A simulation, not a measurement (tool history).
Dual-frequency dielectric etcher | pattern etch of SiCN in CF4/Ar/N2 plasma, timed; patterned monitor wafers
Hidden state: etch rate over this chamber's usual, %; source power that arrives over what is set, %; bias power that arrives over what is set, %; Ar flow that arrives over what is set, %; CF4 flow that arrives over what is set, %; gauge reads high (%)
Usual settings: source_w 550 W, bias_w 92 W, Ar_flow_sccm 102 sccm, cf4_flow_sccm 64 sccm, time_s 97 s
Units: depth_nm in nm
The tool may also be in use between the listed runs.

run,hour,source_w,bias_w,Ar_flow_sccm,cf4_flow_sccm,time_s,wafers since the last listed run,hours since the last wet clean,hours since the last source power generator calibration,hours since the last bias power generator calibration,hours since the last Ar flow controller change,hours since the last CF4 flow controller change,hours since the last upper electrode change,hours since the gauge calibration,"read-back reference wafer on the same gauge, depth_nm",depth_nm
1,0,550,92,114,64,97,0,420.4,1408.2,2370.8,2151.8,4318.1,3875.6,152.6,98,110.3
2,30,550,92,114,64,97,275,450.4,1438.2,2400.8,2181.8,4348.1,3905.6,182.6,98,110.5
3,64.8,550,92,102,64,97,319,485.2,1473,2435.6,2216.6,4382.9,3940.4,217.4,98,112.4
4,80.7,550,92,102,64,97,146,501.1,1488.9,2451.5,2232.5,4398.8,3956.3,233.3,98,113.5
5,112,550,92,102,64,97,287,532.4,1520.2,2482.8,2263.8,4430.1,3987.6,264.6,98,113.9
6,165.9,550,92,102,64,97,495,586.3,1574.1,2536.7,2317.7,4484,4041.5,318.5,98,113.2
# hour 175.6: CF4 flow controller replaced
# hour 198.7: upper electrode replaced
7,200.9,550,92,102,64,97,54,621.3,1609.1,2571.7,2352.7,25.3,2.2,353.5,98,114.9
# hour 206.5: source power generator calibrated
8,224.9,550,92,102,64,97,183,645.3,18.4,2595.7,2376.7,49.3,26.2,377.5,98,114.6
9,255.4,550,92,102,54,116,280,675.8,48.9,2626.2,2407.2,79.8,56.7,408,98,134.2
# hour 284.4: wet clean of the chamber
# hour 310.5: bias power generator calibrated
# hour 315.2: gauge calibrated
# hour 333.1: Ar flow controller replaced
10,339,550,92,116,64,113.5,455,54.6,132.5,28.5,5.9,163.4,140.3,23.8,98,125.7
11,370.2,550,92,102,64,97,286,85.8,163.7,59.7,37.1,194.6,171.5,55,98.1,110.2
12,402,550,105,102,64,112,292,117.6,195.5,91.5,68.9,226.4,203.3,86.8,98.1,133.7
13,414.7,550,83,95,54,112,116,130.3,208.2,104.2,81.6,239.1,216,99.5,98,123.2
14,431.6,550,92,125,48,88,155,147.2,225.1,121.1,98.5,256,232.9,116.4,97.9,93

The tool's hidden state at each run:
source power that arrives over what is set, %: 0 in every run
bias power that arrives over what is set, %: 0 in every run
Ar flow that arrives over what is set, %: 0 in every run
CF4 flow that arrives over what is set, %: 0 in every run
gauge reads high (%): 0 in every run
H1: etch rate over this chamber's usual, %
run,H1
1,2.65
2,2.9
3,3.19
4,3.33
5,3.59
6,4.05
7,4.34
8,4.54
9,4.8
10,0.545
11,0.808
12,1.08
13,1.18
14,1.33

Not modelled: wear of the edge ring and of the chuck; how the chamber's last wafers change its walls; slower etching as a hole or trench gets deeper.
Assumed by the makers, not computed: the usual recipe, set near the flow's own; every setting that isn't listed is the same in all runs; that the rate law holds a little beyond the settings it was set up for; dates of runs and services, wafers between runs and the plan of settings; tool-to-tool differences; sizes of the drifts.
